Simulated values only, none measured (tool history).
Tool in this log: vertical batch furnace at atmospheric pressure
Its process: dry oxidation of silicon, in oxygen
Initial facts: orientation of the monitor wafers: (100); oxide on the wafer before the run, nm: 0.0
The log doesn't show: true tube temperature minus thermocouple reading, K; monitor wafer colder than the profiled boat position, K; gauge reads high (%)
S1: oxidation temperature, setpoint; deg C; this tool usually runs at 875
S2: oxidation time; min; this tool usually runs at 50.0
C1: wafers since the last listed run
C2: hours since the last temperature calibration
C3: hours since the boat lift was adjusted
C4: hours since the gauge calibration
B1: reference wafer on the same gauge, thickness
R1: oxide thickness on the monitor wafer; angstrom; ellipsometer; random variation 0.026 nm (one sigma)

{"run": 1, "hour": 0.0, "S1": 875, "S2": 50.0, "C1": 0, "C2": 3847.9, "C3": 3715.6, "C4": 911.9, "B1": 10.4, "R1": 126.9}
{"run": 2, "hour": 64.9, "S1": 875, "S2": 50.0, "C1": 725, "C2": 3912.8, "C3": 3780.5, "C4": 976.8, "B1": 10.4, "R1": 126.4}
{"run": 3, "hour": 108.4, "S1": 875, "S2": 50.0, "C1": 486, "C2": 3956.3, "C3": 3824.0, "C4": 1020.3, "B1": 10.4, "R1": 126.9}
{"run": 4, "hour": 137.8, "S1": 875, "S2": 50.0, "C1": 328, "C2": 3985.7, "C3": 3853.4, "C4": 1049.7, "B1": 10.39, "R1": 126.3}
{"run": 5, "hour": 174.3, "S1": 875, "S2": 50.0, "C1": 407, "C2": 4022.2, "C3": 3889.9, "C4": 1086.2, "B1": 10.4, "R1": 127.3}
{"run": 6, "hour": 235.4, "S1": 875, "S2": 50.0, "C1": 682, "C2": 4083.3, "C3": 3951.0, "C4": 1147.3, "B1": 10.39, "R1": 126.9}
{"run": 7, "hour": 264.3, "S1": 875, "S2": 50.0, "C1": 322, "C2": 4112.2, "C3": 3979.9, "C4": 1176.2, "B1": 10.41, "R1": 126.5}
{"run": 8, "hour": 305.5, "S1": 875, "S2": 50.0, "C1": 460, "C2": 4153.4, "C3": 4021.1, "C4": 1217.4, "B1": 10.4, "R1": 126.7}
{"run": 9, "hour": 369.1, "S1": 875, "S2": 50.0, "C1": 710, "C2": 4217.0, "C3": 4084.7, "C4": 1281.0, "B1": 10.4, "R1": 126.8}
{"run": 10, "hour": 427.8, "S1": 875, "S2": 50.0, "C1": 655, "C2": 4275.7, "C3": 4143.4, "C4": 1339.7, "B1": 10.39, "R1": 126.8}
{"run": 11, "hour": 490.7, "S1": 875, "S2": 50.0, "C1": 702, "C2": 4338.6, "C3": 4206.3, "C4": 1402.6, "B1": 10.4, "R1": 126.6}
{"run": 12, "hour": 525.1, "S1": 875, "S2": 50.0, "C1": 384, "C2": 4373.0, "C3": 4240.7, "C4": 1437.0, "B1": 10.4, "R1": 126.6}
{"run": 13, "hour": 553.0, "S1": 880, "S2": 50.0, "C1": 311, "C2": 4400.9, "C3": 4268.6, "C4": 1464.9, "B1": 10.4, "R1": 134.0}
{"run": 14, "hour": 613.4, "S1": 895, "S2": 50.0, "C1": 674, "C2": 4461.3, "C3": 4329.0, "C4": 1525.3, "B1": 10.4, "R1": 157.1}
{"hour": 633.2, "done": "gauge calibrated"}
{"run": 15, "hour": 660.7, "S1": 863, "S2": 35.5, "C1": 528, "C2": 4508.6, "C3": 4376.3, "C4": 27.5, "B1": 10.39, "R1": 86.2}
{"hour": 726.6, "done": "thermocouples replaced and temperature profile calibrated"}
{"run": 16, "hour": 727.1, "S1": 851, "S2": 61.5, "C1": 473, "C2": 0.5, "C3": 4442.7, "C4": 93.9, "B1": 10.41, "R1": 110.6}
{"run": 17, "hour": 791.2, "S1": 889, "S2": 69.0, "C1": 716, "C2": 64.6, "C3": 4506.8, "C4": 158.0, "B1": 10.4, "R1": 183.3}

What does the tool deliver on the next run?
{"run": 18, "hour": 826.7, "S1": 875, "S2": 50.0, "C1": 396, "C2": 100.1, "C3": 4542.3, "C4": 193.5, "B1": "?", "R1": "?"}

{"run 18": {"B1": 10.39, "R1": 126.6}}
Had the tool carried no hidden state, the very same run would have given R1 126.6 angstrom.

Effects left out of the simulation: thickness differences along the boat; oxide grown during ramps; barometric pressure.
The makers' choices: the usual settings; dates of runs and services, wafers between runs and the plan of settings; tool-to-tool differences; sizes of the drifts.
